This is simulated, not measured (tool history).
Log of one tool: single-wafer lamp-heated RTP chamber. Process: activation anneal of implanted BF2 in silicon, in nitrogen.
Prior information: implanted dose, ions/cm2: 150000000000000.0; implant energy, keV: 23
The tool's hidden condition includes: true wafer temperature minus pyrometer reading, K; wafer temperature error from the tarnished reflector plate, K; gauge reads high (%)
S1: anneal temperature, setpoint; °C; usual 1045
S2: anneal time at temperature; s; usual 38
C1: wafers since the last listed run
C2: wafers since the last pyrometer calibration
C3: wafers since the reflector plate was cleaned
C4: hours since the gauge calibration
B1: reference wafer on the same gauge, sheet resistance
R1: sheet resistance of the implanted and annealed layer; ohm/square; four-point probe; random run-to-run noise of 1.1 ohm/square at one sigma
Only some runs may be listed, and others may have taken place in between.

Run 1, hour 0: usual settings; C1 0; C2 6140; C3 2393; C4 647.9; B1 688.1. Result: R1 737.93 ohm/square.
At hour 66.4: pyrometer window cleaned and pyrometer calibrated.
Run 2, hour 91.3: usual settings; C1 1253; C2 375; C3 3647; C4 739.2; B1 687.98. Result: R1 741.37 ohm/square.
Run 3, hour 146.1: usual settings; C1 824; C2 1199; C3 4472; C4 794; B1 687.98. Result: R1 742.83 ohm/square.
Run 4, hour 199.1: usual settings but S1 1033 °C; C1 797; C2 1997; C3 5269; C4 847; B1 688.27. Result: R1 744.36 ohm/square.
Run 5, hour 263.9: usual settings but S1 1033 °C; C1 975; C2 2973; C3 6245; C4 911.8; B1 687.65. Result: R1 746.23 ohm/square.
Run 6, hour 345.2: usual settings; C1 1223; C2 4196; C3 7469; C4 993.1; B1 688.06. Result: R1 737.71 ohm/square.
Run 7, hour 433.3: usual settings; C1 1326; C2 5522; C3 8795; C4 1081.2; B1 687.46. Result: R1 739.57 ohm/square.
Run 8, hour 525.8: usual settings; C1 1392; C2 6915; C3 10187; C4 1173.7; B1 687.89. Result: R1 736.98 ohm/square.
At hour 536.1: reflector plate cleaned.
At hour 589.5: pyrometer window cleaned and pyrometer calibrated.
Run 9, hour 632.8: usual settings but S2 48 s; C1 1369; C2 651; C3 1334; C4 1280.7; B1 688.06. Result: R1 739.12 ohm/square.
Run 10, hour 681.5: usual settings but S2 48 s; C1 733; C2 1384; C3 2067; C4 1329.4; B1 687.88. Result: R1 735.54 ohm/square.
At hour 779: gauge calibrated.
Run 11, hour 782.7: usual settings but S2 48 s; C1 1523; C2 2907; C3 3591; C4 3.7; B1 688.16. Result: R1 735.2 ohm/square.
Run 12, hour 876.8: usual settings; C1 1416; C2 4324; C3 5007; C4 97.8; B1 687.8. Result: R1 740.53 ohm/square.
Run 13, hour 980.5: usual settings; C1 1560; C2 5884; C3 6568; C4 201.5; B1 688.1. Result: R1 739.55 ohm/square.
Run 14, hour 1059.7: usual settings; C1 1192; C2 7077; C3 7760; C4 280.7; B1 687.82. Result: R1 738.34 ohm/square.
At hour 1116.3: pyrometer window cleaned and pyrometer calibrated.
Run 15, hour 1149.2: usual settings; C1 1226; C2 495; C3 8987; C4 370.2; B1 687.82. Result: R1 742.15 ohm/square.
Run 16, hour 1226.3: usual settings but S2 55 s; C1 1160; C2 1656; C3 10147; C4 447.3; B1 688.4. Result: R1 732.51 ohm/square.
Run 17, hour 1302: usual settings but S1 1036 °C, S2 23 s; C1 1139; C2 2795; C3 11287; C4 523; B1 688.05. Result: R1 754.31 ohm/square.
At hour 1351.2: reflector plate cleaned.
Run 18, hour 1403.2: usual settings; C1 1402; C2 4198; C3 782; C4 624.2; B1 688.38. Result: R1 740.22 ohm/square.
At hour 1575.6: pyrometer window cleaned and pyrometer calibrated.
Run 19, hour 1600.4: usual settings but S1 1060 °C, S2 54 s; C1 2847; C2 373; C3 3629; C4 821.4; B1 688.03. Result: R1 728.72 ohm/square.
Run 20, hour 1676.6: usual settings but S1 1058 °C, S2 59 s; C1 1146; C2 1520; C3 4776; C4 897.6; B1 688.16. Result: R1 724.57 ohm/square.
Run 21, hour 1720.8: usual settings but S1 1068 °C; C1 665; C2 2185; C3 5442; C4 941.8; B1 688.07. Result: R1 733.59 ohm/square.
Run 22, hour 1828.4: usual settings but S1 1074 °C; C1 1619; C2 3805; C3 7061; C4 1049.4; B1 688.56. Result: R1 726.44 ohm/square.
Run 23, hour 1906.4: usual settings; C1 1174; C2 4979; C3 8235; C4 1127.4; B1 687.98. Result: R1 741.46 ohm/square.
Run 24, hour 1998.1: usual settings but S1 1027 °C; C1 1380; C2 6359; C3 9616; C4 1219.1; B1 687.93. Result: R1 745.42 ohm/square.
At hour 2073.4: pyrometer window cleaned and pyrometer calibrated.
Run 25, hour 2101.4: usual settings but S1 1054 °C, S2 28 s; C1 1434; C2 422; C3 11050; C4 1322.4; B1 687.92. Result: R1 745.65 ohm/square.
At hour 2107: gauge calibrated.
At hour 2142.3: reflector plate cleaned.
Run 26, hour 2158.6: usual settings but S1 1018 °C, S2 16 s; C1 740; C2 1162; C3 245; C4 51.6; B1 688.22. Result: R1 760.87 ohm/square.
Run 27, hour 2208.9: usual settings but S1 1024 °C, S2 20 s; C1 757; C2 1919; C3 1002; C4 101.9; B1 688.36. Result: R1 755.76 ohm/square.
Run 28, hour 2262.5: usual settings but S1 1054 °C, S2 48 s; C1 806; C2 2726; C3 1809; C4 155.5; B1 688.12. Result: R1 731.78 ohm/square.
Run 29, hour 2313.6: usual settings; C1 769; C2 3495; C3 2578; C4 206.6; B1 687.65. Result: R1 740.82 ohm/square.

Measured result minus the same run's result without the hidden state. Both carry the same run-to-run variation, though not necessarily the same gauge scatter:
run     R1
  1  -3.78
  2  -0.77
  3  -0.88
  4  -0.95
  5  -1.34
  6  -2.42
  7  -3.71
  8  -5.52
  9  -0.85
 10     -1
 11  -1.71
 12  -2.46
 13  -4.07
 14  -5.71
 15  -0.88
 16  -1.38
 17  -0.96
 18  -2.63
 19  -0.41
 20  -0.72
 21  -0.94
 22  -2.29
 23  -2.59
 24  -3.27
 25  -0.51
 26  -0.27
 27  -0.44
 28  -1.66
 29  -1.75

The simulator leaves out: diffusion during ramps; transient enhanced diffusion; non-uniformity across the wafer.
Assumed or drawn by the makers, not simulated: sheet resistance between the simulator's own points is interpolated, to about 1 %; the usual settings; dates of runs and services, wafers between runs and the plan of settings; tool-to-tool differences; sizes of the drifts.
